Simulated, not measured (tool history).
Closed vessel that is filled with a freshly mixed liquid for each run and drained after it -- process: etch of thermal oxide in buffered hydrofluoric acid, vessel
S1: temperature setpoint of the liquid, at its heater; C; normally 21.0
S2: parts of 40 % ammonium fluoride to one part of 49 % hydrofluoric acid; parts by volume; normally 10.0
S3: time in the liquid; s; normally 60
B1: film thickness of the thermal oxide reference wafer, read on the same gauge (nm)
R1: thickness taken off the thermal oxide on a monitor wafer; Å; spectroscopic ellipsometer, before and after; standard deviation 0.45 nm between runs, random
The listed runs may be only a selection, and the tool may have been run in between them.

Run 1, day 0.000: usual settings; B1 99.98. Result: R1 552.9 Å.
Run 2, day 1.371: usual settings; B1 100.01. Result: R1 548.4 Å.
Run 3, day 4.179: usual settings; B1 100.04. Result: R1 549.7 Å.
Run 4, day 5.871: usual settings; B1 100.00. Result: R1 546.9 Å.
Run 5, day 8.242: usual settings; B1 99.99. Result: R1 537.5 Å.
Run 6, day 10.842: usual settings; B1 99.96. Result: R1 532.7 Å.
Run 7, day 12.817: usual settings; B1 99.96. Result: R1 530.4 Å.
Run 8, day 15.246: usual settings; B1 100.02. Result: R1 524.3 Å.
At day 17.421: hydrofluoric acid flow meter replaced.
Run 9, day 17.758: usual settings; B1 100.02. Result: R1 556.9 Å.
Run 10, day 19.775: usual settings but S1 17.0 C; B1 100.04. Result: R1 453.5 Å.
Run 11, day 21.104: usual settings; B1 100.05. Result: R1 561.7 Å.
Run 12, day 23.608: usual settings; B1 99.99. Result: R1 552.7 Å.
Run 13, day 25.517: usual settings but S1 19.0 C; B1 99.97. Result: R1 499.0 Å.
Run 14, day 27.400: usual settings but S1 17.0 C, S2 12.5 parts by volume, S3 70 s; B1 100.01. Result: R1 413.5 Å.
Run 15, day 28.875: usual settings but S1 17.5 C, S2 12.0 parts by volume, S3 50 s; B1 100.00. Result: R1 314.1 Å.
Run 16, day 31.250: usual settings but S1 19.0 C; B1 100.01. Result: R1 487.0 Å.
Run 17, day 33.962: usual settings but S1 18.0 C, S2 12.5 parts by volume, S3 30 s; B1 100.02. Result: R1 184.9 Å.
At day 36.308: thermometer replaced.
Run 18, day 42.242: usual settings; B1 100.02. Result: R1 522.2 Å.
Run 19, day 44.267: usual settings but S1 19.5 C, S2 13.0 parts by volume, S3 80 s; B1 100.02. Result: R1 497.6 Å.
At day 44.400: hydrofluoric acid flow meter replaced.
Run 20, day 46.233: usual settings but S1 24.0 C; B1 99.99. Result: R1 668.7 Å.
Run 21, day 48.833: usual settings; B1 100.04. Result: R1 546.6 Å.
Run 22, day 49.900: usual settings; B1 100.02. Result: R1 548.3 Å.
Run 23, day 51.204: usual settings; B1 100.04. Result: R1 560.9 Å.
Run 24, day 53.792: usual settings; B1 99.99. Result: R1 542.8 Å.
Run 25, day 55.804: usual settings but S1 18.0 C, S3 35 s; B1 99.97. Result: R1 269.3 Å.
At day 57.062: gauge calibrated.
Run 26, day 58.554: usual settings but S1 17.0 C, S3 30 s; B1 100.03. Result: R1 214.3 Å.
Run 27, day 61.471: usual settings but S3 45 s; B1 100.00. Result: R1 404.1 Å.
Run 28, day 63.458: usual settings; B1 99.95. Result: R1 533.3 Å.
Run 29, day 65.996: usual settings but S1 26.0 C; B1 100.00. Result: R1 697.7 Å.
Run 30, day 68.979: usual settings but S1 18.5 C, S2 7.0 parts by volume; B1 100.04. Result: R1 632.3 Å.
At day 71.554: hydrofluoric acid flow meter replaced.
Run 31, day 71.575: usual settings but S2 12.5 parts by volume; B1 100.01. Result: R1 458.7 Å.
Run 32, day 73.996: usual settings but S3 30 s; B1 99.97. Result: R1 284.5 Å.
Run 33, day 75.354: usual settings but S1 18.0 C, S2 11.5 parts by volume, S3 30 s; B1 100.02. Result: R1 205.1 Å.
Run 34, day 76.883: usual settings but S2 6.5 parts by volume; B1 99.99. Result: R1 836.7 Å.

How would selected steps in R1 from run to run divide? Give the signed amount a tool lacking its hidden state would still show from settings, what came in and random variation, and the signed amount left for the hidden state, including any gauge scatter that is not in both of the compared results.
Hidden state at play: liquid colder than its thermometer reads (K); hydrofluoric acid flow below the setpoint (%); gauge reads high (%).
Run 8 -> 9: hydrofluoric acid flow meter replaced. R1 +32.6 Å: hidden state +41.7, all else -9.1.
Run 16 -> 17: S1 19.0 -> 18.0, S2 10.0 -> 12.5, S3 60 -> 30. R1 -302.1 Å: hidden state +13.5, all else -315.6.
Run 17 -> 18: S1 18.0 -> 21.0, S2 12.5 -> 10.0, S3 30 -> 60, thermometer replaced. R1 +337.3 Å: hidden state -34.0, all else +371.3.
Run 30 -> 31: S1 18.5 -> 21.0, S2 7.0 -> 12.5, hydrofluoric acid flow meter replaced. R1 -173.6 Å: hidden state +65.4, all else -239.0.
Run 33 -> 34: S1 18.0 -> 21.0, S2 11.5 -> 6.5, S3 30 -> 60. R1 +631.6 Å: hidden state -11.3, all else +642.9.
